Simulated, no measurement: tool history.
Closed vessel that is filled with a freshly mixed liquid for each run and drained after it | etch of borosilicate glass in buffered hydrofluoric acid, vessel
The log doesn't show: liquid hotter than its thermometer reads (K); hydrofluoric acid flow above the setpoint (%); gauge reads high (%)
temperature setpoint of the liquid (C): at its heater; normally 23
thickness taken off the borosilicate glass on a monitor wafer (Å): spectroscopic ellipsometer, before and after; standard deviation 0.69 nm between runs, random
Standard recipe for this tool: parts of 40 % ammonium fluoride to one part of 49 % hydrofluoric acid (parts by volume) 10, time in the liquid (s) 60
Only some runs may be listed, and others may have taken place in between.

| run | hour | temperature setpoint of the liquid (C) | parts of 40 % ammonium fluoride to one part of 49 % hydrofluoric acid (parts by volume) | time in the liquid (s) | wafers since the last listed run | hours since the thermometer was replaced | hours since the hydrofluoric acid flow meter was replaced | hours since the gauge calibration | read-back film thickness of the borosilicate glass reference wafer, read on the same gauge (nm) | thickness taken off the borosilicate glass on a monitor wafer (Å) |
|---|---|---|---|---|---|---|---|---|---|---|
| 1 | 0 | 23 | 10 | 85 | 0 | 2288.5 | 923.4 | 337 | 39.97 | 1133.9 |
| 2 | 14 | 23 | 10 | 85 | 1846 | 2302.5 | 937.4 | 351 | 40.03 | 1136.3 |
| 3 | 35.2 | 21 | 10 | 60 | 2796 | 2323.7 | 958.6 | 372.2 | 40.02 | 704.4 |
| 4 | 67 | 21 | 10 | 60 | 4194 | 2355.5 | 990.4 | 404 | 40.02 | 725 |
| 5 | 87.8 | 25 | 10 | 60 | 2743 | 2376.3 | 1011.2 | 424.8 | 39.97 | 901.7 |
|  | 93.3 | gauge calibrated |
| 6 | 111.5 | 23 | 10 | 60 | 3125 | 2400 | 1034.9 | 18.2 | 40.01 | 796.2 |
|  | 131.7 | thermometer replaced |
| 7 | 140.7 | 23 | 10 | 60 | 3719 | 9 | 1064.1 | 47.4 | 40.01 | 728.7 |
| 8 | 168.7 | 23 | 10 | 60 | 3693 | 37 | 1092.1 | 75.4 | 40 | 722.2 |
| 9 | 235.3 | 23 | 10 | 60 | 8784 | 103.6 | 1158.7 | 142 | 39.99 | 706.7 |
| 10 | 253 | 23 | 10 | 60 | 2334 | 121.3 | 1176.4 | 159.7 | 40.01 | 706.6 |
| 11 | 319.9 | 23 | 12 | 60 | 8823 | 188.2 | 1243.3 | 226.6 | 39.98 | 598 |
| 12 | 350.4 | 23 | 12 | 60 | 4022 | 218.7 | 1273.8 | 257.1 | 39.99 | 610.6 |
| 13 | 375.2 | 23 | 10 | 60 | 3270 | 243.5 | 1298.6 | 281.9 | 39.97 | 711.5 |
| 14 | 404.2 | 24.5 | 10 | 60 | 3824 | 272.5 | 1327.6 | 310.9 | 40 | 779 |
| 15 | 416.5 | 23 | 10 | 60 | 1622 | 284.8 | 1339.9 | 323.2 | 39.96 | 732.3 |
| 16 | 428.7 | 24.5 | 9 | 30 | 1609 | 297 | 1352.1 | 335.4 | 39.98 | 418.8 |
| 17 | 454.7 | 23 | 10 | 60 | 3429 | 323 | 1378.1 | 361.4 | 40 | 722 |
|  | 479.4 | hydrofluoric acid flow meter replaced |
| 18 | 498.3 | 19.5 | 12.5 | 90 | 5618 | 366.6 | 18.9 | 405 | 39.99 | 722.9 |
| 19 | 516.1 | 26.5 | 12.5 | 60 | 2347 | 384.4 | 36.7 | 422.8 | 40.02 | 714.2 |
| 20 | 548.3 | 23 | 10 | 60 | 4246 | 416.6 | 68.9 | 455 | 40.02 | 721.7 |
| 21 | 573 | 23 | 12 | 45 | 3257 | 441.3 | 93.6 | 479.7 | 39.98 | 458.9 |
|  | 575.1 | gauge calibrated |
| 22 | 608.8 | 21.5 | 10 | 60 | 4721 | 477.1 | 129.4 | 33.7 | 39.98 | 669.4 |
| 23 | 625.1 | 26.5 | 13.5 | 90 | 2149 | 493.4 | 145.7 | 50 | 40.02 | 979.3 |
| 24 | 638.7 | 18.5 | 12 | 35 | 1793 | 507 | 159.3 | 63.6 | 39.99 | 279.2 |
| 25 | 659.7 | 23 | 10 | 60 | 2769 | 528 | 180.3 | 84.6 | 40.01 | 740 |
| 26 | 674.1 | 23 | 10 | 60 | 1899 | 542.4 | 194.7 | 99 | 40.04 | 719.2 |
| 27 | 709.3 | 23 | 10 | 60 | 4642 | 577.6 | 229.9 | 134.2 | 40.02 | 738.1 |
| 28 | 734.7 | 24.5 | 10 | 60 | 3350 | 603 | 255.3 | 159.6 | 40.04 | 806.2 |
| 29 | 764.5 | 19.5 | 9 | 35 | 3930 | 632.8 | 285.1 | 189.4 | 40.03 | 377.4 |
| 30 | 778.5 | 23 | 12 | 90 | 1846 | 646.8 | 299.1 | 203.4 | 39.97 | 916 |
| 31 | 792.5 | 27 | 12 | 30 | 1846 | 660.8 | 313.1 | 217.4 | 40 | 382.2 |
| 32 | 813.7 | 23 | 10 | 95 | 2796 | 682 | 334.3 | 238.6 | 39.96 | 1151.9 |

Branching from run 32: 5 alternative next runs. What would each branch give?
| A | 814.4 | 23 | 10 | 60 | 92 | 682.7 | 335 | 239.3 | ? | ? |
| B | 814.4 | 23 | 13 | 85 | 92 | 682.7 | 335 | 239.3 | ? | ? |
| C | 814.4 | 23 | 7.5 | 50 | 92 | 682.7 | 335 | 239.3 | ? | ? |
| D | 814.4 | 23 | 7.5 | 60 | 92 | 682.7 | 335 | 239.3 | ? | ? |
| E | 814.4 | 24.5 | 8.5 | 30 | 92 | 682.7 | 335 | 239.3 | ? | ? |

| run | read-back film thickness of the borosilicate glass reference wafer, read on the same gauge (nm) | thickness taken off the borosilicate glass on a monitor wafer (Å) |
|---|---|---|
| A | 40.03 | 730.3 |
| B | 40.03 | 798.6 |
| C | 40.03 | 796.4 |
| D | 40.03 | 955.7 |
| E | 40.03 | 450.8 |
With the hidden condition removed and each run's random variation left untouched, the same runs would have given:
| run | thickness taken off the borosilicate glass on a monitor wafer (Å) |
|---|---|
| A | 693.3 |
| B | 758 |
| C | 756.2 |
| D | 907.4 |
| E | 428.2 |
